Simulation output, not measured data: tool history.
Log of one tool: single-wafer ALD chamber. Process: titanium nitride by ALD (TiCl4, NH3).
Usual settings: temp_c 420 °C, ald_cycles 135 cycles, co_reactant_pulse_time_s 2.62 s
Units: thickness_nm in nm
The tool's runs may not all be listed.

| run | day | temp_c | ald_cycles | co_reactant_pulse_time_s | wafers since the last listed run | hours since the last thermocouple change | hours since the showerhead was replaced | hours since the gauge calibration | read-back reference wafer on the same gauge, thickness_nm | thickness_nm |
|---|---|---|---|---|---|---|---|---|---|---|
| 1 | 0.000 | 420 | 135 | 2.62 | 0 | 522.7 | 3672.0 | 391.9 | 2.574 | 2.924 |
| 2 | 4.296 | 420 | 135 | 2.62 | 148 | 625.8 | 3775.1 | 495.0 | 2.581 | 2.918 |
| 3 | 4.958 | 420 | 135 | 2.62 | 22 | 641.7 | 3791.0 | 510.9 | 2.579 | 2.911 |
| 4 | 6.058 | 420 | 127 | 2.62 | 37 | 668.1 | 3817.4 | 537.3 | 2.581 | 2.749 |
| 5 | 6.767 | 420 | 127 | 2.62 | 24 | 685.1 | 3834.4 | 554.3 | 2.579 | 2.746 |
| 6 | 7.829 | 420 | 135 | 2.62 | 36 | 710.6 | 3859.9 | 579.8 | 2.581 | 2.920 |
| 7 | 8.721 | 420 | 135 | 2.62 | 30 | 732.0 | 3881.3 | 601.2 | 2.583 | 2.918 |
| 8 | 9.817 | 420 | 135 | 2.62 | 37 | 758.3 | 3907.6 | 627.5 | 2.581 | 2.930 |
|  | 12.571 | showerhead replaced |
| 9 | 13.012 | 413 | 135 | 2.62 | 98 | 835.0 | 10.6 | 704.2 | 2.583 | 2.915 |
| 10 | 14.183 | 413 | 135 | 2.62 | 40 | 863.1 | 38.7 | 732.3 | 2.583 | 2.915 |
| 11 | 15.196 | 413 | 135 | 2.62 | 34 | 887.4 | 63.0 | 756.6 | 2.582 | 2.928 |
| 12 | 15.783 | 415 | 135 | 2.62 | 20 | 901.5 | 77.1 | 770.7 | 2.585 | 2.927 |
| 13 | 16.421 | 415 | 135 | 2.62 | 21 | 916.8 | 92.4 | 786.0 | 2.582 | 2.918 |
|  | 17.004 | thermocouple changed; heater temperature recalibrated |
| 14 | 17.725 | 420 | 143 | 3.57 | 33 | 17.3 | 123.7 | 817.3 | 2.586 | 3.116 |
| 15 | 18.533 | 420 | 135 | 1.88 | 27 | 36.7 | 143.1 | 836.7 | 2.584 | 2.907 |
| 16 | 19.983 | 430 | 142 | 3.01 | 50 | 71.5 | 177.9 | 871.5 | 2.585 | 3.087 |
|  | 20.962 | gauge calibrated |
| 17 | 20.992 | 406 | 158 | 2.22 | 34 | 95.7 | 202.1 | 0.7 | 2.540 | 3.342 |
| 18 | 21.812 | 420 | 127 | 2.62 | 28 | 115.4 | 221.8 | 20.4 | 2.545 | 2.705 |
| 19 | 23.092 | 428 | 122 | 1.69 | 44 | 146.1 | 252.5 | 51.1 | 2.549 | 2.583 |
| 20 | 24.492 | 420 | 135 | 2.62 | 48 | 179.7 | 286.1 | 84.7 | 2.553 | 2.893 |
| 21 | 25.604 | 420 | 109 | 2.62 | 38 | 206.4 | 312.8 | 111.4 | 2.557 | 2.341 |
| 22 | 26.792 | 415 | 135 | 2.62 | 40 | 234.9 | 341.3 | 139.9 | 2.560 | 2.904 |
| 23 | 28.246 | 420 | 110 | 2.62 | 50 | 269.8 | 376.2 | 174.8 | 2.563 | 2.358 |
| 24 | 29.517 | 426 | 135 | 2.62 | 43 | 300.3 | 406.7 | 205.3 | 2.566 | 2.913 |
| 25 | 30.183 | 420 | 135 | 2.62 | 23 | 316.3 | 422.7 | 221.3 | 2.568 | 2.908 |
| 26 | 31.421 | 420 | 135 | 3.15 | 42 | 346.0 | 452.4 | 251.0 | 2.568 | 2.914 |
| 27 | 32.362 | 420 | 135 | 2.02 | 32 | 368.6 | 475.0 | 273.6 | 2.572 | 2.890 |

5 ways to go on from here, each from the tool as it stands after run 27. What would each give?
| A | 32.392 | 420 | 108 | 2.62 | 1 | 369.3 | 475.7 | 274.3 | ? | ? |
| B | 32.392 | 425 | 124 | 2.33 | 1 | 369.3 | 475.7 | 274.3 | ? | ? |
| C | 32.392 | 420 | 146 | 2.93 | 1 | 369.3 | 475.7 | 274.3 | ? | ? |
| D | 32.392 | 409 | 120 | 3.63 | 1 | 369.3 | 475.7 | 274.3 | ? | ? |
| E | 32.392 | 432 | 128 | 1.87 | 1 | 369.3 | 475.7 | 274.3 | ? | ? |

| run | read-back reference wafer on the same gauge, thickness_nm | thickness_nm |
|---|---|---|
| A | 2.571 | 2.339 |
| B | 2.571 | 2.682 |
| C | 2.571 | 3.170 |
| D | 2.571 | 2.614 |
| E | 2.571 | 2.757 |
Without the tool's hidden state the same runs would have given:
| run | thickness_nm |
|---|---|
| A | 2.311 |
| B | 2.650 |
| C | 3.132 |
| D | 2.582 |
| E | 2.724 |
